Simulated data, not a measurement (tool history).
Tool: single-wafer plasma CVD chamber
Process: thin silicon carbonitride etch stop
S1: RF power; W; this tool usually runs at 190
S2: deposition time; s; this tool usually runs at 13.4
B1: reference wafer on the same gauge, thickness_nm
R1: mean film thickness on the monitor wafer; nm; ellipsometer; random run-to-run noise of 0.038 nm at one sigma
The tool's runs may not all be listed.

{"run": 1, "day": 0.0, "S1": 190, "S2": 13.4, "B1": 8.033, "R1": 7.591}
{"run": 2, "day": 4.258, "S1": 190, "S2": 13.4, "B1": 8.042, "R1": 7.638}
{"run": 3, "day": 6.921, "S1": 190, "S2": 13.4, "B1": 8.045, "R1": 7.676}
{"run": 4, "day": 17.738, "S1": 190, "S2": 13.4, "B1": 8.081, "R1": 7.769}
{"run": 5, "day": 20.117, "S1": 190, "S2": 13.4, "B1": 8.08, "R1": 7.676}
{"run": 6, "day": 23.567, "S1": 190, "S2": 12.2, "B1": 8.106, "R1": 7.051}
{"run": 7, "day": 27.925, "S1": 190, "S2": 12.2, "B1": 8.129, "R1": 7.012}
{"run": 8, "day": 30.233, "S1": 190, "S2": 12.2, "B1": 8.132, "R1": 7.004}
{"run": 9, "day": 32.517, "S1": 190, "S2": 13.4, "B1": 8.151, "R1": 7.763}
{"day": 36.162, "done": "showerhead replaced"}
{"run": 10, "day": 36.633, "S1": 175, "S2": 13.4, "B1": 8.178, "R1": 7.546}
{"day": 37.333, "done": "gauge calibrated"}
{"day": 47.796, "done": "RF generator calibrated"}
{"run": 11, "day": 49.983, "S1": 210, "S2": 13.4, "B1": 8.004, "R1": 7.75}
{"day": 50.362, "done": "thermocouple changed; heater temperature recalibrated"}
{"run": 12, "day": 52.371, "S1": 190, "S2": 13.4, "B1": 8.003, "R1": 7.591}
{"run": 13, "day": 56.338, "S1": 160, "S2": 11.8, "B1": 8.002, "R1": 6.32}
{"run": 14, "day": 58.983, "S1": 220, "S2": 15.8, "B1": 8.012, "R1": 9.262}
{"run": 15, "day": 60.675, "S1": 190, "S2": 13.4, "B1": 8.011, "R1": 7.614}
{"run": 16, "day": 62.692, "S1": 210, "S2": 10.8, "B1": 8.025, "R1": 6.33}
{"run": 17, "day": 66.975, "S1": 180, "S2": 14.8, "B1": 8.021, "R1": 8.207}
{"run": 18, "day": 70.9, "S1": 225, "S2": 14.7, "B1": 8.045, "R1": 8.738}
{"run": 19, "day": 74.296, "S1": 160, "S2": 14.2, "B1": 8.051, "R1": 7.739}
{"run": 20, "day": 75.846, "S1": 190, "S2": 13.4, "B1": 8.056, "R1": 7.602}
{"run": 21, "day": 77.817, "S1": 190, "S2": 13.4, "B1": 8.076, "R1": 7.677}

Alternative continuations, all from the tool just after run 21; predict every row:
{"run": "A", "day": 77.833, "S1": 190, "S2": 13.4, "B1": "?", "R1": "?"}
{"run": "B", "day": 77.833, "S1": 165, "S2": 10.9, "B1": "?", "R1": "?"}
{"run": "C", "day": 77.833, "S1": 190, "S2": 11.9, "B1": "?", "R1": "?"}

run=A B1=8.065 R1=7.688
run=B B1=8.065 R1=6.018
run=C B1=8.065 R1=6.827
What these runs would have given with no unlogged condition in the tool:
run=A R1=7.606
run=B R1=5.954
run=C R1=6.754
